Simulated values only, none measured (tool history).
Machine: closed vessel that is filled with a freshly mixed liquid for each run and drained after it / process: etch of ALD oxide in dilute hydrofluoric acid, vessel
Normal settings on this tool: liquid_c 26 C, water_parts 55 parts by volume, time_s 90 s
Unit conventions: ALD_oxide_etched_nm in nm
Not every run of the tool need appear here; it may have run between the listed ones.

run,hour,liquid_c,water_parts,time_s,wafers since the last listed run,hours since the thermometer was replaced,hours since the hydrofluoric acid flow meter was replaced,hours since the gauge calibration,"read-back film thickness of the ALD oxide reference wafer, read on the same gauge (nm)",ALD_oxide_etched_nm
1,0,26,55,90,0,1280.6,1307.3,476.6,150,22.91
2,50.9,26,55,90,5164,1331.5,1358.2,527.5,150,23
3,87.2,26,55,90,3683,1367.8,1394.5,563.8,150,23.06
4,143.5,26,55,90,5712,1424.1,1450.8,620.1,149.98,22.87
5,197.9,26,55,90,5519,1478.5,1505.2,674.5,149.99,22.95
6,269.4,26,55,90,7254,1550,1576.7,746,150.01,22.79
7,304.7,23.5,55,90,3581,1585.3,1612,781.3,150,20.6
8,367.7,23.5,55,90,6392,1648.3,1675,844.3,149.99,20.58
9,422.4,26,55,90,5550,1703,1729.7,899,150.01,22.71
10,448,26,55,90,2597,1728.6,1755.3,924.6,150,22.65
11,489.9,26,55,90,4251,1770.5,1797.2,966.5,149.98,22.61
12,556.3,26,70,90,6737,1836.9,1863.6,1032.9,150.01,17.47
13,583.6,26,70,90,2770,1864.2,1890.9,1060.2,149.98,17.35
14,619.4,26,55,90,3632,1900,1926.7,1096,149.98,22.45
15,666.7,26,55,90,4799,1947.3,1974,1143.3,150,22.41
16,717,26,55,55,5103,1997.6,2024.3,1193.6,150,13.7
17,770.7,24.5,65,110,5448,2051.3,2078,1247.3,150,21.52
# hour 820.6: hydrofluoric acid flow meter replaced
18,825.4,26,55,90,5448,2106,4.8,1302,150.02,22.18
19,872.8,27.5,55,120,4809,2153.4,52.2,1349.4,150,31.54
# hour 877.8: gauge calibrated
20,914.3,22,65,105,4210,2194.9,93.7,36.5,149.97,18.21
21,969.7,26,30,90,5621,2250.3,149.1,91.9,149.99,41.9
22,1018.8,26,55,90,4982,2299.4,198.2,141,149.98,22.09
23,1085.7,26,30,90,6788,2366.3,265.1,207.9,150,41.71
# hour 1093: thermometer replaced
24,1141.4,30,55,75,5550,48.4,320.8,263.6,150.01,23.43
25,1206.9,26,55,75,6646,113.9,386.3,329.1,150,20.1
26,1231.9,26,85,90,2536,138.9,411.3,354.1,150.01,14.83
27,1289.3,22.5,55,90,5824,196.3,468.7,411.5,150,20.66
28,1346.9,27.5,55,65,5844,253.9,526.3,469.1,150,18.44
29,1407.1,24.5,55,115,6108,314.1,586.5,529.3,149.98,28.57
30,1437.5,29.5,35,90,3084,344.5,616.9,559.7,150,44.55
31,1478.5,26,55,90,4160,385.5,657.9,600.7,149.99,23.85

Predict each of these 3 candidate next runs independently; none follows another, all start after run 31:
A,1479.2,26,80,90,71,386.2,658.6,601.4,?,?
B,1479.2,26,40,90,71,386.2,658.6,601.4,?,?
C,1479.2,26,55,60,71,386.2,658.6,601.4,?,?

run,"read-back film thickness of the ALD oxide reference wafer, read on the same gauge (nm)",ALD_oxide_etched_nm
A,149.99,15.92
B,149.99,33.61
C,149.99,15.96
Without the tool's unlogged condition, the same runs would have read:
run,ALD_oxide_etched_nm
A,16.24
B,34.31
C,16.29
